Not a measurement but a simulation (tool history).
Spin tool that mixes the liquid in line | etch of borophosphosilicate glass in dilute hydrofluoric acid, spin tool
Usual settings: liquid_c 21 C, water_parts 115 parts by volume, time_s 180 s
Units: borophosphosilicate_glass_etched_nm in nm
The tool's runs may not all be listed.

run,hour,liquid_c,water_parts,time_s,wafers since the last listed run,hours since the thermometer was replaced,hours since the hydrofluoric acid flow meter was replaced,hours since the gauge calibration,"read-back film thickness of the borophosphosilicate glass reference wafer, read on the same gauge (nm)",borophosphosilicate_glass_etched_nm
1,0,21,115,180,0,1887,2079.5,49.9,79.94,36.6
2,32.8,21,115,180,190,1919.8,2112.3,82.7,80.03,36.87
3,60.6,21,115,230,161,1947.6,2140.1,110.5,80.03,46.61
4,85.8,21,115,230,146,1972.8,2165.3,135.7,79.98,46.57
5,102,21,115,180,93,1989,2181.5,151.9,79.96,36.2
6,118.3,21,115,180,94,2005.3,2197.8,168.2,79.97,36.37
7,150.6,21,115,180,187,2037.6,2230.1,200.5,79.99,36.5
8,175.9,21,115,180,146,2062.9,2255.4,225.8,80,36.01
9,199.7,21,115,180,138,2086.7,2279.2,249.6,80,35.91
10,227.7,21,115,180,162,2114.7,2307.2,277.6,80.05,35.99
# hour 234.5: hydrofluoric acid flow meter replaced
11,256.3,21,115,180,160,2143.3,21.8,306.2,79.99,40.78
12,285.1,21,115,180,167,2172.1,50.6,335,79.98,40.82
# hour 300.7: thermometer replaced
13,316.1,21,115,180,173,15.4,81.6,366,79.97,44.72
14,339.8,18,115,220,137,39.1,105.3,389.7,80.02,47.97
15,362.8,21,115,180,133,62.1,128.3,412.7,79.97,44.15
# hour 368.6: gauge calibrated
16,378.4,22.5,85,90,90,77.7,143.9,9.8,80.01,32.7
17,408.9,24,85,180,176,108.2,174.4,40.3,79.98,69.76
18,440,21,130,275,180,139.3,205.5,71.4,79.99,58.42
19,457,21,130,180,98,156.3,222.5,88.4,80,38.02
20,470.5,17.5,145,180,78,169.8,236,101.9,79.99,29.08
21,503.9,24.5,160,180,193,203.2,269.4,135.3,80.02,34.19
22,529.1,21,115,180,146,228.4,294.6,160.5,80.01,43.66
23,552.5,18,115,100,135,251.8,318,183.9,80.01,21.18
24,582,24,115,180,171,281.3,347.5,213.4,80,48.68
25,627.5,18,115,180,263,326.8,393,258.9,79.99,38.21
26,645.1,21,115,180,102,344.4,410.6,276.5,80.01,42.79

Forecast each of these 3 alternatives for the next run:
A,645.6,21,160,180,2,344.9,411.1,277,?,?
B,645.6,23.5,70,265,2,344.9,411.1,277,?,?
C,645.6,19,65,210,2,344.9,411.1,277,?,?

run,"read-back film thickness of the borophosphosilicate glass reference wafer, read on the same gauge (nm)",borophosphosilicate_glass_etched_nm
A,80.07,29.49
B,80.07,122
C,80.07,86.87
Without the tool's hidden state the same runs would have given:
run,borophosphosilicate_glass_etched_nm
A,31.54
B,130.09
C,92.66
